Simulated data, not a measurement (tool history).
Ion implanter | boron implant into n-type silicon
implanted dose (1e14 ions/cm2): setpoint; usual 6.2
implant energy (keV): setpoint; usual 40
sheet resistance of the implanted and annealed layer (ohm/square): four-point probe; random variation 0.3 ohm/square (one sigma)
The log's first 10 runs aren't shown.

| run | hour | implanted dose (1e14 ions/cm2) | implant energy (keV) | wafers since the last listed run | hours since the last dose calibration | hours since the extraction supply was calibrated | hours since the gauge calibration | read-back reference wafer on the same gauge, sheet resistance | sheet resistance of the implanted and annealed layer (ohm/square) |
|---|---|---|---|---|---|---|---|---|---|
|  | 132.3 | gauge calibrated |
| 11 | 136.8 | 6.2 | 40 | 351 | 1628.9 | 4744.9 | 4.5 | 151.9 | 164.8 |
| 12 | 149.6 | 6.2 | 40 | 369 | 1641.7 | 4757.7 | 17.3 | 152.04 | 164.4 |
| 13 | 180.5 | 6.2 | 40 | 891 | 1672.6 | 4788.6 | 48.2 | 152.13 | 164.68 |
| 14 | 191.2 | 6.2 | 40 | 308 | 1683.3 | 4799.3 | 58.9 | 152.1 | 164.82 |
| 15 | 199.9 | 6.2 | 40 | 250 | 1692 | 4808 | 67.6 | 152 | 165.22 |
| 16 | 212.3 | 6.59 | 48.5 | 357 | 1704.4 | 4820.4 | 80 | 152.05 | 155.93 |
|  | 229.1 | Faraday cup replaced and dose calibrated |
|  | 235.7 | extraction supply calibrated |
| 17 | 236.2 | 6.2 | 40 | 270 | 7.1 | 0.5 | 103.9 | 152.07 | 160.02 |
| 18 | 239.8 | 6.68 | 40 | 103 | 10.7 | 4.1 | 107.5 | 151.93 | 150.96 |
| 19 | 252.8 | 7.74 | 34.5 | 374 | 23.7 | 17.1 | 120.5 | 152.01 | 134.73 |
| 20 | 268.4 | 5.02 | 40 | 449 | 39.3 | 32.7 | 136.1 | 151.95 | 189.89 |
| 21 | 279.5 | 6.2 | 40 | 320 | 50.4 | 43.8 | 147.2 | 151.93 | 160.94 |
| 22 | 297 | 5.68 | 36 | 504 | 67.9 | 61.3 | 164.7 | 151.9 | 173.21 |
| 23 | 313.4 | 6.2 | 53.5 | 472 | 84.3 | 77.7 | 181.1 | 151.93 | 159.19 |
| 24 | 325.6 | 5.34 | 32.5 | 351 | 96.5 | 89.9 | 193.3 | 151.85 | 183.05 |
| 25 | 333.6 | 7.67 | 52.5 | 230 | 104.5 | 97.9 | 201.3 | 151.9 | 134.62 |
| 26 | 339.8 | 6.2 | 40 | 178 | 110.7 | 104.1 | 207.5 | 151.95 | 160.86 |
| 27 | 345.9 | 6.2 | 33 | 175 | 116.8 | 110.2 | 213.6 | 152.12 | 162.7 |
| 28 | 353.9 | 6.2 | 40 | 230 | 124.8 | 118.2 | 221.6 | 152.04 | 161.15 |
| 29 | 362.5 | 5.36 | 36 | 247 | 133.4 | 126.8 | 230.2 | 151.9 | 181.89 |

Forecast run 30:
| 30 | 389.4 | 6.2 | 31.5 | 775 | 160.3 | 153.7 | 257.1 | ? | ? |

Run 30 gave read-back reference wafer on the same gauge, sheet resistance 151.92, sheet resistance of the implanted and annealed layer (ohm/square) 163.14.
Without the tool's hidden state the same run would have given sheet resistance of the implanted and annealed layer (ohm/square) 162.04.
